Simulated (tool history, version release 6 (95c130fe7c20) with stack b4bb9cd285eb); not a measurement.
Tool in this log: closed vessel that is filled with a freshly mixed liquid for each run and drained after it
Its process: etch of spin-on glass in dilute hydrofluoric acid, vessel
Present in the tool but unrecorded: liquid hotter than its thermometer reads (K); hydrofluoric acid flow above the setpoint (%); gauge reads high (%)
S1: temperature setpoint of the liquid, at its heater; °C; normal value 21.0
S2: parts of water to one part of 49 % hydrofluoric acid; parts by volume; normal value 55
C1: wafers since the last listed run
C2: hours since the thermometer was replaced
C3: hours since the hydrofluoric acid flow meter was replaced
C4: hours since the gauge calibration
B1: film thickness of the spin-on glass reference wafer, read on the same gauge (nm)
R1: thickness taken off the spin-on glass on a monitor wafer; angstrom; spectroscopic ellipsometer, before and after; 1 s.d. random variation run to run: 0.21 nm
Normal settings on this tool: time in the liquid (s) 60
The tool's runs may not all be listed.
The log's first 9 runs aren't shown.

{"run": 10, "hour": 149.7, "S1": 21.0, "S2": 55, "time in the liquid (s)": 60, "C1": 2340, "C2": 2433.9, "C3": 797.2, "C4": 163.8, "B1": 110.02, "R1": 451.3}
{"run": 11, "hour": 164.1, "S1": 21.0, "S2": 55, "time in the liquid (s)": 60, "C1": 915, "C2": 2448.3, "C3": 811.6, "C4": 178.2, "B1": 110.02, "R1": 451.0}
{"hour": 177.9, "done": "hydrofluoric acid flow meter replaced"}
{"run": 12, "hour": 180.5, "S1": 23.0, "S2": 55, "time in the liquid (s)": 60, "C1": 979, "C2": 2464.7, "C3": 2.6, "C4": 194.6, "B1": 109.99, "R1": 488.6}
{"run": 13, "hour": 192.4, "S1": 17.5, "S2": 40, "time in the liquid (s)": 60, "C1": 756, "C2": 2476.6, "C3": 14.5, "C4": 206.5, "B1": 109.98, "R1": 546.9}
{"run": 14, "hour": 198.7, "S1": 21.0, "S2": 55, "time in the liquid (s)": 60, "C1": 400, "C2": 2482.9, "C3": 20.8, "C4": 212.8, "B1": 110.01, "R1": 450.6}
{"hour": 212.3, "done": "thermometer replaced"}
{"run": 15, "hour": 212.8, "S1": 21.0, "S2": 55, "time in the liquid (s)": 60, "C1": 833, "C2": 0.5, "C3": 34.9, "C4": 226.9, "B1": 109.99, "R1": 410.4}
{"run": 16, "hour": 220.7, "S1": 21.0, "S2": 55, "time in the liquid (s)": 60, "C1": 502, "C2": 8.4, "C3": 42.8, "C4": 234.8, "B1": 110.0, "R1": 413.7}
{"run": 17, "hour": 227.0, "S1": 19.0, "S2": 55, "time in the liquid (s)": 50, "C1": 400, "C2": 14.7, "C3": 49.1, "C4": 241.1, "B1": 110.0, "R1": 314.1}
{"run": 18, "hour": 233.9, "S1": 19.5, "S2": 30, "time in the liquid (s)": 95, "C1": 438, "C2": 21.6, "C3": 56.0, "C4": 248.0, "B1": 110.01, "R1": 1140.0}
{"run": 19, "hour": 251.0, "S1": 21.0, "S2": 55, "time in the liquid (s)": 60, "C1": 1087, "C2": 38.7, "C3": 73.1, "C4": 265.1, "B1": 109.98, "R1": 414.0}
{"run": 20, "hour": 266.9, "S1": 21.0, "S2": 55, "time in the liquid (s)": 60, "C1": 1011, "C2": 54.6, "C3": 89.0, "C4": 281.0, "B1": 109.97, "R1": 410.0}
{"run": 21, "hour": 274.7, "S1": 19.0, "S2": 55, "time in the liquid (s)": 50, "C1": 495, "C2": 62.4, "C3": 96.8, "C4": 288.8, "B1": 109.95, "R1": 313.3}
{"run": 22, "hour": 282.0, "S1": 21.0, "S2": 30, "time in the liquid (s)": 60, "C1": 464, "C2": 69.7, "C3": 104.1, "C4": 296.1, "B1": 109.97, "R1": 778.0}
{"run": 23, "hour": 288.2, "S1": 18.5, "S2": 55, "time in the liquid (s)": 60, "C1": 394, "C2": 75.9, "C3": 110.3, "C4": 302.3, "B1": 110.01, "R1": 372.1}
{"run": 24, "hour": 306.1, "S1": 18.0, "S2": 70, "time in the liquid (s)": 95, "C1": 1138, "C2": 93.8, "C3": 128.2, "C4": 320.2, "B1": 110.0, "R1": 440.4}
{"hour": 318.2, "done": "gauge calibrated"}
{"run": 25, "hour": 318.8, "S1": 17.0, "S2": 70, "time in the liquid (s)": 30, "C1": 807, "C2": 106.5, "C3": 140.9, "C4": 0.6, "B1": 110.02, "R1": 133.4}
{"run": 26, "hour": 326.3, "S1": 17.0, "S2": 40, "time in the liquid (s)": 45, "C1": 476, "C2": 114.0, "C3": 148.4, "C4": 8.1, "B1": 109.97, "R1": 363.4}

Run 27 is up next; what results do you expect?
{"run": 27, "hour": 340.1, "S1": 21.0, "S2": 55, "time in the liquid (s)": 70, "C1": 877, "C2": 127.8, "C3": 162.2, "C4": 21.9, "B1": "?", "R1": "?"}

Logged for run 27: B1 109.99, R1 476.8 angstrom.
Minus the tool's unlogged condition, the same run would have read R1 471.4 angstrom.
